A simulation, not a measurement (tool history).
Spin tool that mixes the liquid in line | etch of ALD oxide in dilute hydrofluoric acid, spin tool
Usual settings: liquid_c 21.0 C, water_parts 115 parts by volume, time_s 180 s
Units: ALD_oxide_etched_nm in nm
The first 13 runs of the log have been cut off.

| run | day | liquid_c | water_parts | time_s | wafers since the last listed run | hours since the thermometer was replaced | hours since the hydrofluoric acid flow meter was replaced | hours since the gauge calibration | read-back film thickness of the ALD oxide reference wafer, read on the same gauge (nm) | ALD_oxide_etched_nm |
|---|---|---|---|---|---|---|---|---|---|---|
|  | 28.742 | hydrofluoric acid flow meter replaced |
| 14 | 29.696 | 21.0 | 115 | 180 | 254 | 2306.1 | 22.9 | 87.7 | 99.97 | 40.36 |
| 15 | 30.829 | 21.0 | 115 | 180 | 193 | 2333.3 | 50.1 | 114.9 | 99.99 | 40.64 |
| 16 | 33.738 | 21.0 | 115 | 180 | 495 | 2403.1 | 119.9 | 184.7 | 100.00 | 41.17 |
| 17 | 36.262 | 21.0 | 115 | 180 | 430 | 2463.7 | 180.5 | 245.3 | 100.00 | 40.85 |
| 18 | 38.029 | 17.0 | 160 | 265 | 300 | 2506.1 | 222.9 | 287.7 | 100.00 | 35.28 |
| 19 | 39.275 | 19.5 | 115 | 180 | 212 | 2536.0 | 252.8 | 317.6 | 99.99 | 38.75 |
| 20 | 41.246 | 19.0 | 70 | 100 | 335 | 2583.3 | 300.1 | 364.9 | 100.01 | 35.88 |
| 21 | 42.262 | 22.5 | 150 | 140 | 173 | 2607.7 | 324.5 | 389.3 | 100.00 | 24.62 |
| 22 | 43.521 | 25.0 | 115 | 180 | 214 | 2637.9 | 354.7 | 419.5 | 99.99 | 47.67 |
| 23 | 45.254 | 21.0 | 115 | 180 | 295 | 2679.5 | 396.3 | 461.1 | 100.01 | 41.09 |
| 24 | 46.854 | 25.0 | 145 | 80 | 272 | 2717.9 | 434.7 | 499.5 | 100.01 | 16.10 |
| 25 | 48.992 | 21.0 | 60 | 180 | 364 | 2769.2 | 486.0 | 550.8 | 99.99 | 84.18 |
| 26 | 50.925 | 17.0 | 90 | 230 | 329 | 2815.6 | 532.4 | 597.2 | 100.03 | 58.30 |
|  | 51.608 | thermometer replaced |
| 27 | 52.562 | 17.0 | 115 | 180 | 271 | 22.9 | 571.7 | 636.5 | 100.01 | 32.68 |
|  | 53.542 | hydrofluoric acid flow meter replaced |
| 28 | 57.796 | 21.0 | 95 | 180 | 884 | 148.5 | 102.1 | 762.1 | 100.01 | 48.32 |
| 29 | 59.492 | 21.0 | 165 | 255 | 288 | 189.2 | 142.8 | 802.8 | 99.98 | 36.76 |
|  | 59.571 | gauge calibrated |
| 30 | 61.467 | 19.0 | 75 | 180 | 336 | 236.6 | 190.2 | 45.5 | 99.99 | 57.98 |
| 31 | 63.567 | 21.0 | 140 | 180 | 357 | 287.0 | 240.6 | 95.9 | 100.01 | 31.16 |
| 32 | 65.921 | 21.0 | 115 | 180 | 400 | 343.5 | 297.1 | 152.4 | 99.99 | 39.51 |

Forecast run 33:
| 33 | 68.412 | 18.5 | 170 | 275 | 424 | 403.3 | 356.9 | 212.2 | ? | ? |

{"run 33": {"read-back film thickness of the ALD oxide reference wafer, read on the same gauge (nm)": 100.0, "ALD_oxide_etched_nm": 35.1}}
Minus the tool's unlogged condition, the same run would have read ALD_oxide_etched_nm 34.16 nm.
